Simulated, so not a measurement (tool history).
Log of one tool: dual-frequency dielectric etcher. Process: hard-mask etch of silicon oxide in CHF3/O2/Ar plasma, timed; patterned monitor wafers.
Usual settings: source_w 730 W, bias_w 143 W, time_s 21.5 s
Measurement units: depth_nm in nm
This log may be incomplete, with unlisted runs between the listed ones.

run   hour  source_w  bias_w  time_s  read-back reference wafer on the same gauge, depth_nm  depth_nm
  1    0.0       730     143    21.5                                                  41.49     41.17
  2   53.7       730     143    21.5                                                  41.49     41.24
  3   88.9       730     155    21.5                                                  41.50     42.62
  4  129.0       730     155    21.5                                                  41.49     42.84
  5  186.9       730     143    21.5                                                  41.50     41.27
     260.6  -- source power generator calibrated
  6  261.1       730     143    21.5                                                  41.48     42.99
  7  306.9       780     143    21.5                                                  41.49     44.82
     349.8  -- upper electrode replaced
  8  350.3       780     143    21.5                                                  41.48     44.63
  9  363.4       730     143    17.5                                                  41.50     35.09
     373.6  -- bias power generator calibrated
     373.6  -- gauge calibrated
 10  392.1       590     164    26.5                                                  41.50     48.01
 11  430.3       730     143    21.5                                                  41.50     42.27
     512.4  -- wet clean of the chamber
 12  512.9       730     167    21.5                                                  41.48     45.11
 13  551.7       820     109    24.5                                                  41.50     45.89
 14  605.3       730     108    21.5                                                  41.48     37.24
 15  666.8       730     143    21.5                                                  41.51     42.20
 16  729.8       860     143    21.5                                                  41.51     46.46
 17  789.2       820     154    24.0                                                  41.51     52.13

Each row is a separate what-if for the run after 17, all from the same tool condition, not one after another. Results?
  A  789.6       730     172    21.5                                                      ?         ?
  B  789.6       730     118    16.0                                                      ?         ?
  C  789.6       730     164    19.0                                                      ?         ?
  D  789.6       660     175    21.5                                                      ?         ?

run  read-back reference wafer on the same gauge, depth_nm  depth_nm
  A                                                  41.48     45.76
  B                                                  41.48     28.84
  C                                                  41.48     39.61
  D                                                  41.48     43.26
Without the tool's hidden state the same runs would have given:
run  depth_nm
  A     45.65
  B     28.76
  C     39.51
  D     43.15

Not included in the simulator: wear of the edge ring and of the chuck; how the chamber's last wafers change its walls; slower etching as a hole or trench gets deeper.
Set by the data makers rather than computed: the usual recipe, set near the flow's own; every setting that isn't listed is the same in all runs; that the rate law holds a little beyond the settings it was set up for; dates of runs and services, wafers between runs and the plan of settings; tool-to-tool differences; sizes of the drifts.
